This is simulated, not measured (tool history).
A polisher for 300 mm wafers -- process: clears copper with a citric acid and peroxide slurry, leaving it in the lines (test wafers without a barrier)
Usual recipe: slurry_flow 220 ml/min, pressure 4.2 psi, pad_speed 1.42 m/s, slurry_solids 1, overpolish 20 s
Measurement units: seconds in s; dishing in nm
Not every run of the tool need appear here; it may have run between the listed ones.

| run | hour | slurry_flow | pressure | pad_speed | slurry_solids | overpolish | incoming thickness of the incoming film, nm | seconds | dishing |
|---|---|---|---|---|---|---|---|---|---|
| 1 | 0 | 220 | 4.2 | 1.42 | 1 | 20 | 372.5 | 90.6 | 54.1 |
|  | 20.6 | worn pad replaced by a new one |
| 2 | 102.6 | 220 | 4.2 | 1.42 | 1 | 20 | 375.3 | 90.9 | 55.6 |
| 3 | 170.8 | 220 | 4.2 | 1.42 | 1 | 20 | 365.5 | 90 | 54.8 |
| 4 | 270.9 | 220 | 4.2 | 1.42 | 1 | 20 | 371.6 | 90 | 55.2 |
|  | 293.2 | slurry nozzle cleaned |
|  | 333.7 | slurry blender recalibrated |
|  | 369.8 | worn pad replaced by a new one |
| 5 | 375 | 250 | 4.2 | 1.42 | 1 | 26 | 372.2 | 96.2 | 66.7 |
| 6 | 444.6 | 250 | 4.2 | 1.42 | 1 | 26 | 368.9 | 98.4 | 63 |
| 7 | 532.4 | 220 | 4.2 | 1.42 | 1 | 16 | 367.5 | 100.8 | 41.3 |
|  | 638.5 | slurry blender recalibrated |
| 8 | 640.3 | 220 | 4.2 | 1.42 | 1 | 16 | 371.2 | 103.1 | 40.8 |
|  | 651.9 | worn pad replaced by a new one, repeated, since the last time left the tool worse |
| 9 | 703.7 | 220 | 4.2 | 1.42 | 1 | 16 | 372.9 | 89.5 | 46.6 |
| 10 | 796.6 | 220 | 4.2 | 1.42 | 1 | 20 | 374.4 | 91.4 | 54.9 |
|  | 826.6 | slurry nozzle cleaned |
| 11 | 892.1 | 220 | 4.2 | 1.42 | 1 | 20 | 369.3 | 88.7 | 56.2 |
| 12 | 950.4 | 220 | 4.2 | 0.98 | 1 | 20 | 370.2 | 114.3 | 44.9 |

Forecast run 13:
|  | 964.5 | slurry blender recalibrated |
|  | 1040.5 | worn pad replaced by a new one |
| 13 | 1041 | 155 | 5.5 | 1.42 | 1 | 20 | 367.7 | ? | ? |

Run 13 measured seconds 75.8 s, dishing 65.6 nm.
With no hidden state in the tool, this same run would have given seconds 75.6 s, dishing 65.8 nm.

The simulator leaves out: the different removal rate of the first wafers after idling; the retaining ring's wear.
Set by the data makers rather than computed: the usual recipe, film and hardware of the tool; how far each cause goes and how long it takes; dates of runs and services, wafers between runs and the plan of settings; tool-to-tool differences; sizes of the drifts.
